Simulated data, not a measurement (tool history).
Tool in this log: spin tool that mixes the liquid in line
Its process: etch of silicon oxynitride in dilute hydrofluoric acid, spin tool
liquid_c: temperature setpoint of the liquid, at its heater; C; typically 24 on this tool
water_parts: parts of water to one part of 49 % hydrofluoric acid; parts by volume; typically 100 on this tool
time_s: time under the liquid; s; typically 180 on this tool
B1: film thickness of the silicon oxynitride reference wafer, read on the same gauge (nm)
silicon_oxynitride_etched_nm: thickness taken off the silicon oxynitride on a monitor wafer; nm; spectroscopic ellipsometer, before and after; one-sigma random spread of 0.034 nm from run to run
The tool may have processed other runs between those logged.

{"run": 1, "hour": 0.0, "liquid_c": 21.5, "water_parts": 100, "time_s": 110, "B1": 139.981, "silicon_oxynitride_etched_nm": 1.586}
{"run": 2, "hour": 27.3, "liquid_c": 21.5, "water_parts": 100, "time_s": 110, "B1": 140.036, "silicon_oxynitride_etched_nm": 1.558}
{"run": 3, "hour": 47.1, "liquid_c": 21.5, "water_parts": 100, "time_s": 110, "B1": 140.008, "silicon_oxynitride_etched_nm": 1.568}
{"hour": 53.4, "done": "gauge calibrated"}
{"run": 4, "hour": 67.6, "liquid_c": 24, "water_parts": 100, "time_s": 180, "B1": 140.02, "silicon_oxynitride_etched_nm": 2.889}
{"run": 5, "hour": 103.3, "liquid_c": 24, "water_parts": 100, "time_s": 180, "B1": 139.974, "silicon_oxynitride_etched_nm": 2.836}
{"run": 6, "hour": 123.5, "liquid_c": 24, "water_parts": 100, "time_s": 180, "B1": 140.028, "silicon_oxynitride_etched_nm": 2.863}
{"run": 7, "hour": 135.7, "liquid_c": 24, "water_parts": 100, "time_s": 180, "B1": 140.01, "silicon_oxynitride_etched_nm": 2.884}
{"run": 8, "hour": 153.9, "liquid_c": 24, "water_parts": 100, "time_s": 180, "B1": 140.01, "silicon_oxynitride_etched_nm": 2.845}
{"run": 9, "hour": 192.9, "liquid_c": 24, "water_parts": 100, "time_s": 180, "B1": 140.015, "silicon_oxynitride_etched_nm": 2.842}
{"run": 10, "hour": 222.6, "liquid_c": 24, "water_parts": 100, "time_s": 180, "B1": 140.013, "silicon_oxynitride_etched_nm": 2.879}
{"run": 11, "hour": 328.4, "liquid_c": 24, "water_parts": 100, "time_s": 180, "B1": 140.019, "silicon_oxynitride_etched_nm": 2.851}
{"run": 12, "hour": 354.5, "liquid_c": 24, "water_parts": 100, "time_s": 180, "B1": 140.004, "silicon_oxynitride_etched_nm": 2.854}
{"run": 13, "hour": 378.8, "liquid_c": 24, "water_parts": 100, "time_s": 180, "B1": 139.995, "silicon_oxynitride_etched_nm": 2.929}
{"hour": 408.3, "done": "thermometer replaced"}
{"run": 14, "hour": 408.9, "liquid_c": 24, "water_parts": 100, "time_s": 180, "B1": 140.012, "silicon_oxynitride_etched_nm": 2.7}
{"run": 15, "hour": 436.8, "liquid_c": 28, "water_parts": 85, "time_s": 180, "B1": 139.983, "silicon_oxynitride_etched_nm": 3.912}
{"run": 16, "hour": 470.3, "liquid_c": 24, "water_parts": 100, "time_s": 180, "B1": 140.013, "silicon_oxynitride_etched_nm": 2.64}
{"run": 17, "hour": 512.8, "liquid_c": 24, "water_parts": 100, "time_s": 180, "B1": 140.038, "silicon_oxynitride_etched_nm": 2.663}
{"run": 18, "hour": 538.3, "liquid_c": 29, "water_parts": 75, "time_s": 240, "B1": 139.938, "silicon_oxynitride_etched_nm": 6.142}
{"run": 19, "hour": 556.5, "liquid_c": 28, "water_parts": 80, "time_s": 180, "B1": 139.989, "silicon_oxynitride_etched_nm": 4.2}
{"run": 20, "hour": 575.5, "liquid_c": 26, "water_parts": 145, "time_s": 270, "B1": 140.026, "silicon_oxynitride_etched_nm": 2.887}
{"hour": 588.3, "done": "thermometer replaced, repeated, since the last time left the tool worse"}
{"hour": 589.1, "done": "gauge calibrated"}
{"hour": 602.5, "done": "hydrofluoric acid flow meter replaced"}
{"run": 21, "hour": 603.5, "liquid_c": 24, "water_parts": 65, "time_s": 180, "B1": 139.999, "silicon_oxynitride_etched_nm": 4.851}
{"run": 22, "hour": 627.5, "liquid_c": 28, "water_parts": 140, "time_s": 145, "B1": 139.994, "silicon_oxynitride_etched_nm": 2.03}
{"run": 23, "hour": 645.2, "liquid_c": 24, "water_parts": 100, "time_s": 180, "B1": 140.022, "silicon_oxynitride_etched_nm": 3.086}
{"run": 24, "hour": 660.4, "liquid_c": 24, "water_parts": 100, "time_s": 180, "B1": 139.963, "silicon_oxynitride_etched_nm": 3.037}
{"run": 25, "hour": 686.6, "liquid_c": 19.5, "water_parts": 100, "time_s": 225, "B1": 139.974, "silicon_oxynitride_etched_nm": 3.046}
{"run": 26, "hour": 706.6, "liquid_c": 24, "water_parts": 100, "time_s": 180, "B1": 140.014, "silicon_oxynitride_etched_nm": 3.061}
{"run": 27, "hour": 734.6, "liquid_c": 26, "water_parts": 75, "time_s": 225, "B1": 140.043, "silicon_oxynitride_etched_nm": 5.679}
{"run": 28, "hour": 758.4, "liquid_c": 22, "water_parts": 150, "time_s": 180, "B1": 139.976, "silicon_oxynitride_etched_nm": 1.784}
{"run": 29, "hour": 774.0, "liquid_c": 24, "water_parts": 55, "time_s": 105, "B1": 139.972, "silicon_oxynitride_etched_nm": 3.328}

For each run, the measured value with the value that run would have given without the tool's hidden condition subtracted. The run-to-run variation is shared by both, the gauge scatter possibly not:
Hidden state present: liquid colder than its thermometer reads (K); hydrofluoric acid flow below the setpoint (%); gauge reads high (%).
run=1 silicon_oxynitride_etched_nm=-0.108
run=2 silicon_oxynitride_etched_nm=-0.109
run=3 silicon_oxynitride_etched_nm=-0.111
run=4 silicon_oxynitride_etched_nm=-0.203
run=5 silicon_oxynitride_etched_nm=-0.206
run=6 silicon_oxynitride_etched_nm=-0.21
run=7 silicon_oxynitride_etched_nm=-0.215
run=8 silicon_oxynitride_etched_nm=-0.213
run=9 silicon_oxynitride_etched_nm=-0.22
run=10 silicon_oxynitride_etched_nm=-0.228
run=11 silicon_oxynitride_etched_nm=-0.242
run=12 silicon_oxynitride_etched_nm=-0.246
run=13 silicon_oxynitride_etched_nm=-0.256
run=14 silicon_oxynitride_etched_nm=-0.426
run=15 silicon_oxynitride_etched_nm=-0.607
run=16 silicon_oxynitride_etched_nm=-0.427
run=17 silicon_oxynitride_etched_nm=-0.437
run=18 silicon_oxynitride_etched_nm=-0.99
run=19 silicon_oxynitride_etched_nm=-0.685
run=20 silicon_oxynitride_etched_nm=-0.462
run=21 silicon_oxynitride_etched_nm=-0.057
run=22 silicon_oxynitride_etched_nm=-0.024
run=23 silicon_oxynitride_etched_nm=-0.041
run=24 silicon_oxynitride_etched_nm=-0.044
run=25 silicon_oxynitride_etched_nm=-0.048
run=26 silicon_oxynitride_etched_nm=-0.051
run=27 silicon_oxynitride_etched_nm=-0.1
run=28 silicon_oxynitride_etched_nm=-0.034
run=29 silicon_oxynitride_etched_nm=-0.069
